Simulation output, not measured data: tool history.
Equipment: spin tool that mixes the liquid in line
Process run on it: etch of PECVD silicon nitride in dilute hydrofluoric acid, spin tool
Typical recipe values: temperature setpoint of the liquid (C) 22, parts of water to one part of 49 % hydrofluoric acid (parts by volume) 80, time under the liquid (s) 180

| run | hour | temperature setpoint of the liquid (C) | parts of water to one part of 49 % hydrofluoric acid (parts by volume) | time under the liquid (s) | read-back film thickness of the PECVD silicon nitride reference wafer, read on the same gauge (nm) | thickness taken off the PECVD silicon nitride on a monitor wafer (nm) |
|---|---|---|---|---|---|---|
| 1 | 0 | 18 | 80 | 180 | 129.996 | 2.607 |
| 2 | 24 | 18 | 80 | 180 | 129.995 | 2.679 |
| 3 | 33.2 | 18 | 80 | 180 | 130.007 | 2.616 |
| 4 | 46.7 | 22 | 65 | 130 | 130.016 | 3.005 |
| 5 | 57 | 22 | 65 | 130 | 129.994 | 3.082 |
| 6 | 65.5 | 22 | 65 | 130 | 129.997 | 3.015 |
| 7 | 82.8 | 22 | 80 | 110 | 129.995 | 2.119 |
| 8 | 91.3 | 24 | 80 | 180 | 129.994 | 3.992 |
| 9 | 105.3 | 24 | 80 | 180 | 129.995 | 3.961 |
| 10 | 119.4 | 19 | 80 | 180 | 130.004 | 2.808 |
|  | 121 | hydrofluoric acid flow meter replaced |
| 11 | 130.7 | 22 | 80 | 180 | 130.011 | 3.435 |
| 12 | 138.3 | 22 | 80 | 180 | 129.996 | 3.432 |
| 13 | 146.7 | 22 | 80 | 180 | 130.01 | 3.418 |
|  | 146.8 | gauge calibrated |
| 14 | 153 | 22 | 80 | 180 | 129.984 | 3.433 |
| 15 | 159.8 | 22 | 80 | 75 | 130.007 | 1.434 |
| 16 | 172.8 | 23.5 | 80 | 235 | 130 | 4.994 |
| 17 | 181.7 | 24 | 50 | 115 | 129.994 | 4.017 |
| 18 | 190.6 | 19.5 | 60 | 180 | 129.998 | 3.853 |
| 19 | 197 | 25.5 | 80 | 180 | 130.001 | 4.329 |
| 20 | 204.5 | 22 | 80 | 180 | 130.007 | 3.448 |
| 21 | 218.6 | 23.5 | 80 | 180 | 130.007 | 3.824 |
| 22 | 272 | 22 | 110 | 215 | 129.998 | 3.068 |
|  | 277.6 | thermometer replaced |
| 23 | 287.4 | 20.5 | 95 | 215 | 130.002 | 3.181 |
| 24 | 300.1 | 22 | 80 | 180 | 130.006 | 3.499 |
| 25 | 312.8 | 22 | 80 | 180 | 130.006 | 3.468 |
| 26 | 327.7 | 17.5 | 80 | 145 | 130 | 2.041 |
| 27 | 338.8 | 18 | 50 | 260 | 130.005 | 5.977 |
| 28 | 345.4 | 25.5 | 60 | 115 | 130.005 | 3.67 |
| 29 | 361 | 20 | 50 | 235 | 130.005 | 6.177 |

Alternative continuations, all from the tool just after run 29; predict every row:
| A | 361.5 | 22 | 80 | 180 | ? | ? |
| B | 361.5 | 22 | 60 | 250 | ? | ? |
| C | 361.5 | 27 | 80 | 180 | ? | ? |

| run | read-back film thickness of the PECVD silicon nitride reference wafer, read on the same gauge (nm) | thickness taken off the PECVD silicon nitride on a monitor wafer (nm) |
|---|---|---|
| A | 129.978 | 3.491 |
| B | 129.978 | 6.427 |
| C | 129.978 | 4.862 |
With no hidden state in the tool, these same runs would have given:
| run | thickness taken off the PECVD silicon nitride on a monitor wafer (nm) |
|---|---|
| A | 3.491 |
| B | 6.427 |
| C | 4.862 |
